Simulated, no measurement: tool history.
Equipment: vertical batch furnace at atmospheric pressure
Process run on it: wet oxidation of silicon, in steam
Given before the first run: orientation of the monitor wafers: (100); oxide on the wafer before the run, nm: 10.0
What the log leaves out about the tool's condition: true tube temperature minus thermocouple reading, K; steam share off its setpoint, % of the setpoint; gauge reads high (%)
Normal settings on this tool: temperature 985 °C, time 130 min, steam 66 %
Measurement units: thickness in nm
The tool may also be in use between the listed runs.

run     day  temperature   time  steam  wafers since the last listed run  hours since the last temperature calibration  hours since the steam generator was serviced  hours since the gauge calibration  read-back reference wafer on the same gauge, thickness  thickness
  1       0          985    130     66                                 0                                        1989.6                                          1852                                142                                                  386.11     404.03
  2   0.583          985    130     66                               131                                        2003.6                                          1866                                156                                                  386.04     402.25
  3   1.192          985    130     66                               137                                        2018.2                                        1880.6                              170.6                                                  385.97     402.19
  4   1.921          985    130     66                               164                                        2035.7                                        1898.1                              188.1                                                  386.05     402.87
  5   2.546          985    130     66                               141                                        2050.7                                        1913.1                              203.1                                                  386.27     402.66
  6   3.162          985    177     66                               139                                        2065.5                                        1927.9                              217.9                                                  386.15     493.51
  7     3.6          966    130     62                                98                                          2076                                        1938.4                              228.4                                                  386.03     333.03
  8   4.504          966    130     62                               204                                        2097.7                                        1960.1                              250.1                                                  386.26      332.2
  9   5.267          966    130     62                               172                                          2116                                        1978.4                              268.4                                                  386.15     332.15
 10   5.704          985    130     66                                98                                        2126.5                                        1988.9                              278.9                                                  386.12     403.28
      6.396  -- gauge calibrated
 11   6.654          985    130     66                               214                                        2149.3                                        2011.7                                6.2                                                  385.77     402.66
 12   7.567          985    130     66                               206                                        2171.2                                        2033.6                               28.1                                                  386.08     401.72
 13   8.875          991    130     69                               295                                        2202.6                                          2065                               59.5                                                  386.18     432.77
 14    9.65          991    130     69                               175                                        2221.2                                        2083.6                               78.1                                                  386.17     432.27
 15  10.121          985    130     69                               106                                        2232.5                                        2094.9                               89.4                                                  385.92     416.24
 16  10.871          985    130     69                               169                                        2250.5                                        2112.9                              107.4                                                  385.85      414.1
 17   11.25          960  173.5     54                                85                                        2259.6                                          2122                              116.5                                                     386     352.68
 18  12.217          985  101.5     62                               218                                        2282.8                                        2145.2                              139.7                                                  386.03     324.51
 19  13.121          977    185     76                               204                                        2304.5                                        2166.9                              161.4                                                  386.01     528.41
     14.558  -- thermocouples replaced and temperature profile calibrated
 20  14.579          985    104     76                               103                                           0.5                                        2201.9                              196.4                                                  386.04     380.59
 21  14.817          985    130     76                                53                                           6.2                                        2207.6                              202.1                                                  386.13     441.53
 22  15.458          985    130     66                               144                                          21.6                                          2223                              217.5                                                  385.86     401.78
     16.938  -- steam generator serviced
 23  16.958          972    112     74                               112                                          57.6                                           0.5                              253.5                                                  385.96     379.07
 24  17.192          985    130     66                                52                                          63.2                                           6.1                              259.1                                                  386.13     425.61
 25  17.742          966  172.5     72                               124                                          76.4                                          19.3                              272.3                                                  386.12     476.39
     18.317  -- gauge calibrated
 26  18.717          985    130     66                               220                                          99.8                                          42.7                                9.6                                                  385.86     426.57
 27  19.817          985     80     75                               248                                         126.2                                          69.1                                 36                                                  385.89     332.54
 28  20.462          985    130     66                               145                                         141.7                                          84.6                               51.5                                                  385.89     424.97
 29  21.221          985  184.5     72                               171                                         159.9                                         102.8                               69.7                                                  385.75     566.45
 30  22.029          985    130     66                               182                                         179.3                                         122.2                               89.1                                                  386.25     423.82
 31  22.546          985  193.5     61                               116                                         191.7                                         134.6                              101.5                                                  385.94     523.45
 32  23.312          985    130     71                               173                                         210.1                                           153                              119.9                                                  386.26     443.57

Hidden state or all else? Some run-to-run changes of thickness, split into what the settings, what came in and random variation would give without the hidden state, and what is left for the hidden state (with any gauge scatter that isn't in both results):
Run 6 -> 7: temperature 985 -> 966, time 177 -> 130, steam 66 -> 62. thickness -160.48 nm: hidden state +7.91, all else -168.39.
Run 18 -> 19: temperature 985 -> 977, time 101.5 -> 185, steam 62 -> 76. thickness +203.9 nm: hidden state -11.62, all else +215.52.
Run 19 -> 20: temperature 977 -> 985, time 185 -> 104, thermocouples replaced and temperature profile calibrated. thickness -147.82 nm: hidden state +8.31, all else -156.13.
Run 22 -> 23: temperature 985 -> 972, time 130 -> 112, steam 66 -> 74, steam generator serviced. thickness -22.71 nm: hidden state +25.15, all else -47.86.
